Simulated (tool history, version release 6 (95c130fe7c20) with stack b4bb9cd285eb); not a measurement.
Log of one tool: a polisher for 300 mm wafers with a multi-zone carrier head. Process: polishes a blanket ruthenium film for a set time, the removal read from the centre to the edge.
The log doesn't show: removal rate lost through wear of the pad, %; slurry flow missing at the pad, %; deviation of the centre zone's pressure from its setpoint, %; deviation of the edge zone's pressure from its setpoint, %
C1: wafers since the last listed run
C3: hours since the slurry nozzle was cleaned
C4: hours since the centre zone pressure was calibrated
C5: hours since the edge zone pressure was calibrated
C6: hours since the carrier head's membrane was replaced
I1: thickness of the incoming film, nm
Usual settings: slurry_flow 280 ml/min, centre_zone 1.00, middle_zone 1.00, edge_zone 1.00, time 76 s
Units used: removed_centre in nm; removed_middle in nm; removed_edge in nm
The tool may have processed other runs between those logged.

Run 1, hour 0.0: usual settings; C1 0; wafers polished on this pad 3; C3 370.9; C4 535.5; C5 14.3; C6 10.1; I1 379.8. Result: removed_centre 123.8 nm, removed_middle 119.0 nm, removed_edge 120.0 nm.
Run 2, hour 14.3: usual settings; C1 86; wafers polished on this pad 89; C3 385.2; C4 549.8; C5 28.6; C6 24.4; I1 373.5. Result: removed_centre 121.8 nm, removed_middle 113.6 nm, removed_edge 115.0 nm.
Run 3, hour 28.1: usual settings but time 64 s; C1 83; wafers polished on this pad 173; C3 399.0; C4 563.6; C5 42.4; C6 38.2; I1 383.6. Result: removed_centre 100.1 nm, removed_middle 94.1 nm, removed_edge 95.7 nm.
At hour 44.9: slurry nozzle cleaned.
Run 4, hour 70.0: usual settings but time 64 s; C1 247; wafers polished on this pad 421; C3 25.1; C4 605.5; C5 84.3; C6 80.1; I1 379.8. Result: removed_centre 96.7 nm, removed_middle 91.0 nm, removed_edge 91.1 nm.
Run 5, hour 85.4: usual settings but middle_zone 0.91, time 91 s; C1 93; wafers polished on this pad 514; C3 40.5; C4 620.9; C5 99.7; C6 95.5; I1 375.5. Result: removed_centre 140.9 nm, removed_middle 126.3 nm, removed_edge 130.2 nm.
Run 6, hour 92.1: usual settings but centre_zone 0.94, time 57 s; C1 40; wafers polished on this pad 554; C3 47.2; C4 627.6; C5 106.4; C6 102.2; I1 378.6. Result: removed_centre 81.2 nm, removed_middle 81.7 nm, removed_edge 80.3 nm.
At hour 106.7: worn pad replaced by a new one.
Run 7, hour 107.2: usual settings but centre_zone 0.94, time 57 s; C1 67; wafers polished on this pad 2; C3 62.3; C4 642.7; C5 121.5; C6 117.3; I1 376.0. Result: removed_centre 88.5 nm, removed_middle 86.4 nm, removed_edge 88.4 nm.
Run 8, hour 119.3: usual settings but edge_zone 1.05; C1 73; wafers polished on this pad 76; C3 74.4; C4 654.8; C5 133.6; C6 129.4; I1 379.4. Result: removed_centre 120.9 nm, removed_middle 116.8 nm, removed_edge 116.7 nm.
Run 9, hour 135.7: usual settings; C1 99; wafers polished on this pad 175; C3 90.8; C4 671.2; C5 150.0; C6 145.8; I1 382.9. Result: removed_centre 119.2 nm, removed_middle 108.1 nm, removed_edge 112.7 nm.
Run 10, hour 142.2: usual settings but time 58 s; C1 39; wafers polished on this pad 214; C3 97.3; C4 677.7; C5 156.5; C6 152.3; I1 380.4. Result: removed_centre 89.8 nm, removed_middle 83.7 nm, removed_edge 84.0 nm.
At hour 154.9: centre zone pressure recalibrated.
Run 11, hour 155.6: usual settings but middle_zone 0.95, edge_zone 0.90; C1 69; wafers polished on this pad 283; C3 110.7; C4 0.7; C5 169.9; C6 165.7; I1 382.0. Result: removed_centre 111.0 nm, removed_middle 104.8 nm, removed_edge 104.1 nm.
Run 12, hour 172.6: usual settings; C1 102; wafers polished on this pad 386; C3 127.7; C4 17.7; C5 186.9; C6 182.7; I1 375.6. Result: removed_centre 109.9 nm, removed_middle 107.5 nm, removed_edge 109.5 nm.
Run 13, hour 183.5: usual settings but edge_zone 1.07; C1 65; wafers polished on this pad 452; C3 138.6; C4 28.6; C5 197.8; C6 193.6; I1 381.1. Result: removed_centre 109.5 nm, removed_middle 108.5 nm, removed_edge 112.3 nm.
Run 14, hour 195.3: usual settings; C1 71; wafers polished on this pad 524; C3 150.4; C4 40.4; C5 209.6; C6 205.4; I1 377.5. Result: removed_centre 109.0 nm, removed_middle 107.7 nm, removed_edge 108.1 nm.
Run 15, hour 209.4: usual settings but middle_zone 1.10; C1 85; wafers polished on this pad 609; C3 164.5; C4 54.5; C5 223.7; C6 219.5; I1 379.3. Result: removed_centre 109.1 nm, removed_middle 110.7 nm, removed_edge 106.5 nm.
Run 16, hour 217.7: usual settings but slurry_flow 345 ml/min, middle_zone 0.89; C1 50; wafers polished on this pad 659; C3 172.8; C4 62.8; C5 232.0; C6 227.8; I1 379.4. Result: removed_centre 109.3 nm, removed_middle 104.8 nm, removed_edge 108.9 nm.
At hour 222.1: worn pad replaced by a new one.
Run 17, hour 235.7: usual settings but slurry_flow 370 ml/min, centre_zone 0.90, time 85 s; C1 84; wafers polished on this pad 82; C3 190.8; C4 80.8; C5 250.0; C6 245.8; I1 379.1. Result: removed_centre 119.6 nm, removed_middle 129.7 nm, removed_edge 131.5 nm.
Run 18, hour 243.9: usual settings but slurry_flow 350 ml/min, centre_zone 1.04; C1 49; wafers polished on this pad 131; C3 199.0; C4 89.0; C5 258.2; C6 254.0; I1 377.1. Result: removed_centre 122.1 nm, removed_middle 114.6 nm, removed_edge 113.9 nm.
Run 19, hour 260.3: usual settings; C1 99; wafers polished on this pad 231; C3 215.4; C4 105.4; C5 274.6; C6 270.4; I1 384.1. Result: removed_centre 112.5 nm, removed_middle 110.5 nm, removed_edge 110.0 nm.
Run 20, hour 272.0: usual settings; C1 70; wafers polished on this pad 302; C3 227.1; C4 117.1; C5 286.3; C6 282.1; I1 381.5. Result: removed_centre 113.5 nm, removed_middle 110.1 nm, removed_edge 108.6 nm.
Run 21, hour 286.5: usual settings but centre_zone 0.89, middle_zone 0.95; C1 87; wafers polished on this pad 389; C3 241.6; C4 131.6; C5 300.8; C6 296.6; I1 381.8. Result: removed_centre 99.1 nm, removed_middle 108.2 nm, removed_edge 110.0 nm.
Run 22, hour 302.4: usual settings but centre_zone 0.92, time 98 s; C1 96; wafers polished on this pad 486; C3 257.5; C4 147.5; C5 316.7; C6 312.5; I1 383.9. Result: removed_centre 129.9 nm, removed_middle 139.6 nm, removed_edge 139.2 nm.
Run 23, hour 314.0: usual settings; C1 70; wafers polished on this pad 556; C3 269.1; C4 159.1; C5 328.3; C6 324.1; I1 376.3. Result: removed_centre 109.6 nm, removed_middle 110.3 nm, removed_edge 108.2 nm.

Consider 3 possible next runs. They are alternatives, not a sequence: every one starts from the tool as it was left by run 23. What does each give?
Run A, hour 314.4: usual settings but time 99 s; C1 2; wafers polished on this pad 558; C3 269.5; C4 159.5; C5 328.7; C6 324.5; I1 381.4. Result: removed_centre ?, removed_middle ?, removed_edge ?.
Run B, hour 314.4: usual settings but middle_zone 0.97; C1 2; wafers polished on this pad 558; C3 269.5; C4 159.5; C5 328.7; C6 324.5; I1 381.4. Result: removed_centre ?, removed_middle ?, removed_edge ?.
Run C, hour 314.4: usual settings but slurry_flow 235 ml/min; C1 2; wafers polished on this pad 558; C3 269.5; C4 159.5; C5 328.7; C6 324.5; I1 381.4. Result: removed_centre ?, removed_middle ?, removed_edge ?.

run  removed_centre  removed_middle  removed_edge
  A           142.3           140.0         139.8
  B           109.2           105.9         107.4
  C           107.2           105.7         106.0
Without the tool's unlogged condition, the same runs would have read:
run  removed_centre  removed_middle  removed_edge
  A           156.4           154.8         154.6
  B           120.0           117.2         118.7
  C           117.9           116.9         117.3

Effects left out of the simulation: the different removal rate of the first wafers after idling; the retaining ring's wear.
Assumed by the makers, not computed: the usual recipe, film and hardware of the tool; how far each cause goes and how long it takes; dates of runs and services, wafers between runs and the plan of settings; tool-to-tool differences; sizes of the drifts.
